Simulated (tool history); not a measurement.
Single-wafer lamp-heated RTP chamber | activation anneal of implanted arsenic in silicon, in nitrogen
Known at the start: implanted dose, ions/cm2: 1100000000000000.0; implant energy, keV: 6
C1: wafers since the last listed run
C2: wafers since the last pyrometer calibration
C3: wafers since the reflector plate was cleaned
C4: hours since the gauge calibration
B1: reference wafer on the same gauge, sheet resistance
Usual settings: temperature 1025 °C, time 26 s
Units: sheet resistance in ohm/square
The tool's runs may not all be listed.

Run 1, hour 0.0: usual settings but temperature 1002 °C, time 21 s; C1 0; C2 4389; C3 12381; C4 158.3; B1 141.10. Result: sheet resistance 147.86 ohm/square.
Run 2, hour 17.0: usual settings; C1 247; C2 4636; C3 12628; C4 175.3; B1 141.06. Result: sheet resistance 124.63 ohm/square.
Run 3, hour 26.4: usual settings; C1 136; C2 4773; C3 12765; C4 184.7; B1 141.06. Result: sheet resistance 123.75 ohm/square.
Run 4, hour 44.2: usual settings but temperature 1018 °C; C1 258; C2 5032; C3 13024; C4 202.5; B1 140.85. Result: sheet resistance 127.01 ohm/square.
Run 5, hour 59.2: usual settings but temperature 1018 °C; C1 218; C2 5250; C3 13242; C4 217.5; B1 140.95. Result: sheet resistance 127.37 ohm/square.
At hour 69.0: gauge calibrated.
At hour 69.2: pyrometer window cleaned and pyrometer calibrated.
Run 6, hour 74.9: usual settings but temperature 1018 °C; C1 111; C2 82; C3 13354; C4 5.9; B1 140.99. Result: sheet resistance 137.09 ohm/square.
Run 7, hour 91.0: usual settings; C1 234; C2 316; C3 13588; C4 22.0; B1 140.78. Result: sheet resistance 130.35 ohm/square.
At hour 106.6: reflector plate cleaned.
Run 8, hour 107.1: usual settings but temperature 1038 °C; C1 117; C2 433; C3 6; C4 38.1; B1 141.06. Result: sheet resistance 121.82 ohm/square.
Run 9, hour 110.9: usual settings but temperature 1018 °C; C1 55; C2 489; C3 61; C4 41.9; B1 141.04. Result: sheet resistance 135.05 ohm/square.
Run 10, hour 119.8: usual settings but temperature 1018 °C; C1 129; C2 618; C3 191; C4 50.8; B1 141.03. Result: sheet resistance 135.73 ohm/square.
Run 11, hour 126.3: usual settings but time 35 s; C1 94; C2 713; C3 285; C4 57.3; B1 141.15. Result: sheet resistance 122.24 ohm/square.
Run 12, hour 135.2: usual settings but temperature 995 °C, time 21 s; C1 129; C2 842; C3 415; C4 66.2; B1 141.12. Result: sheet resistance 164.76 ohm/square.
Run 13, hour 144.1: usual settings but temperature 1004 °C; C1 129; C2 971; C3 544; C4 75.1; B1 141.09. Result: sheet resistance 147.23 ohm/square.
Run 14, hour 154.2: usual settings; C1 146; C2 1118; C3 691; C4 85.2; B1 140.89. Result: sheet resistance 129.26 ohm/square.
Run 15, hour 170.8: usual settings but temperature 1033 °C; C1 241; C2 1359; C3 932; C4 101.8; B1 140.92. Result: sheet resistance 125.04 ohm/square.
Run 16, hour 176.9: usual settings but temperature 1012 °C, time 18 s; C1 88; C2 1448; C3 1021; C4 107.9; B1 140.98. Result: sheet resistance 151.55 ohm/square.

How the hidden state differs across the entries between the runs, from the last listed run before each to the first after it:
Between runs 5 and 6: gauge calibrated (hour 69.0); pyrometer window cleaned and pyrometer calibrated (hour 69.2)
  true wafer temperature minus pyrometer reading, K: 13.6 -> 0.65
  measured less the result without the state, sheet resistance: -9.63 -> -0.53 ohm/square
Between runs 7 and 8: reflector plate cleaned (hour 106.6)
  true wafer temperature minus pyrometer reading, K: 1.15 -> 1.66
  measured less the result without the state, sheet resistance: -0.80 -> -0.85 ohm/square
